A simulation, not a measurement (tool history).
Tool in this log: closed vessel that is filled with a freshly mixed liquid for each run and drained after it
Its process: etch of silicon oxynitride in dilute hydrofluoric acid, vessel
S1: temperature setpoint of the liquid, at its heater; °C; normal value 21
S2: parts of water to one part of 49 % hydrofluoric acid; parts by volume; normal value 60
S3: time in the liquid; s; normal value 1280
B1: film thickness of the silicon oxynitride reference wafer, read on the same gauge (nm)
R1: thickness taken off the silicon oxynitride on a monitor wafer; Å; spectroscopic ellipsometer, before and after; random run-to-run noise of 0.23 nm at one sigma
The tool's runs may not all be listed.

run	hour	S1	S2	S3	B1	R1
1	0	21	60	805	59.99	177.8
2	81	21	60	805	60.01	177.6
3	148.3	21	60	805	60.01	175.9
4	400.8	21	60	1280	60.01	293.1
5	504.6	21	60	1280	60.02	289.9
6	541.5	21	60	1280	59.98	291.4
7	620	21	65	1735	60	361.3
8	682.7	21	65	1735	60.01	364
9	781.3	21	65	1735	60	367.1
10	828.1	21	60	1280	59.98	295.4
11	869.6	21	60	1280	60	292.9
12	973.7	21	60	680	60	159.1
13	1079.5	22.5	60	975	60	242.5
14	1208.3	21	60	680	60.02	159.1
15	1286.4	21	60	1280	59.99	303.1
16	1367.2	21	35	1280	60	532.7
17	1428.6	21	85	1815	60	295.1
# hour 1451.8: gauge calibrated
# hour 1462.9: thermometer replaced
18	1477.8	25	60	1280	59.99	332.1
19	1530.2	21	60	1280	60	265.9
20	1567.6	21	60	1280	60.01	270.7
21	1625.1	21	60	580	60	123.9
22	1710.6	21	60	1000	59.99	213.9
23	1806.5	24.5	60	1280	60	327.9
# hour 1891.2: hydrofluoric acid flow meter replaced
24	1911.4	25	50	630	60.01	199.3
25	2016.8	21	60	1280	60	283.2
26	2083.3	21	85	1280	59.99	193.5
27	2173.5	24.5	60	1790	59.99	468.5
28	2269.8	25.5	60	685	60.01	187.4
29	2369.5	17	35	1280	60.01	408.7
30	2475.8	17	75	1280	60	185.9
31	2572.3	21	60	1280	59.99	287.7
32	2617.8	21	85	1815	60.03	278.9

What if the next run were any one of these 5? Each begins from the tool's condition after run 32:
A	2618.8	21	60	1280	?	?
B	2618.8	21	40	1280	?	?
C	2618.8	21	45	1280	?	?
D	2618.8	21	60	600	?	?
E	2618.8	21	60	1820	?	?

run	B1	R1
A	60.01	289.6
B	60.01	441
C	60.01	390.6
D	60.01	135.7
E	60.01	411.7
Stripped of hidden state, with their random variation kept, the same runs would have yielded:
run	R1
A	270.6
B	411.8
C	364.8
D	126.9
E	384.8
